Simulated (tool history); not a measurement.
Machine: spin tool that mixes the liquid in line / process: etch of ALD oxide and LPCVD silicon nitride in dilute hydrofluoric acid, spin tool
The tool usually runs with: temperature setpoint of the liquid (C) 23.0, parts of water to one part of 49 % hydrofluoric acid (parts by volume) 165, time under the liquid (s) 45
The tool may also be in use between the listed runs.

run,day,temperature setpoint of the liquid (C),parts of water to one part of 49 % hydrofluoric acid (parts by volume),time under the liquid (s),"read-back film thickness of the ALD oxide reference wafer, read on the same gauge (nm)",thickness taken off the ALD oxide on a monitor wafer (nm)
1,0.000,23.0,165,45,70.00,6.23
2,0.446,23.0,165,45,69.97,6.24
3,1.062,23.0,165,45,69.99,6.28
4,1.450,23.0,135,45,70.01,7.91
5,2.050,23.0,135,45,69.98,7.95
6,2.392,23.0,135,45,70.00,7.98
7,3.083,23.0,165,45,69.99,6.32
8,3.754,23.0,165,45,69.99,6.30
9,4.042,23.0,165,45,70.00,6.34
10,4.771,23.0,165,45,70.01,6.35
# day 5.229: hydrofluoric acid flow meter replaced
11,5.450,23.0,165,60,69.99,7.47
# day 5.475: gauge calibrated
12,6.038,23.0,165,60,69.99,7.60
# day 6.300: thermometer replaced
13,6.704,25.5,165,45,70.00,6.20
14,7.446,21.0,130,25,70.01,3.88
15,8.038,23.0,210,45,70.00,4.24
16,8.396,24.5,195,20,70.00,2.19
17,8.750,23.0,165,45,70.00,5.74
18,9.042,26.0,90,30,70.01,8.59
19,9.617,20.5,165,35,69.99,4.08
20,10.142,23.0,165,45,70.01,5.79
21,10.454,23.0,165,45,69.99,5.81
22,10.712,27.0,125,55,69.98,11.38
23,11.075,23.0,185,30,70.00,3.36
24,11.638,23.0,100,45,70.01,10.30
25,11.971,23.0,165,65,69.98,8.35
26,12.596,23.0,165,45,70.01,5.82

Here are 4 independent what-if runs from the current tool condition. What would each one return?
A,12.612,23.0,235,45,?,?
B,12.612,23.0,220,45,?,?
C,12.612,27.0,125,65,?,?
D,12.612,23.0,205,30,?,?

run,"read-back film thickness of the ALD oxide reference wafer, read on the same gauge (nm)",thickness taken off the ALD oxide on a monitor wafer (nm)
A,70.00,3.78
B,70.00,4.10
C,70.00,13.46
D,70.00,2.98
With no hidden state in the tool, these same runs would have given:
run,thickness taken off the ALD oxide on a monitor wafer (nm)
A,3.65
B,3.96
C,13.03
D,2.88

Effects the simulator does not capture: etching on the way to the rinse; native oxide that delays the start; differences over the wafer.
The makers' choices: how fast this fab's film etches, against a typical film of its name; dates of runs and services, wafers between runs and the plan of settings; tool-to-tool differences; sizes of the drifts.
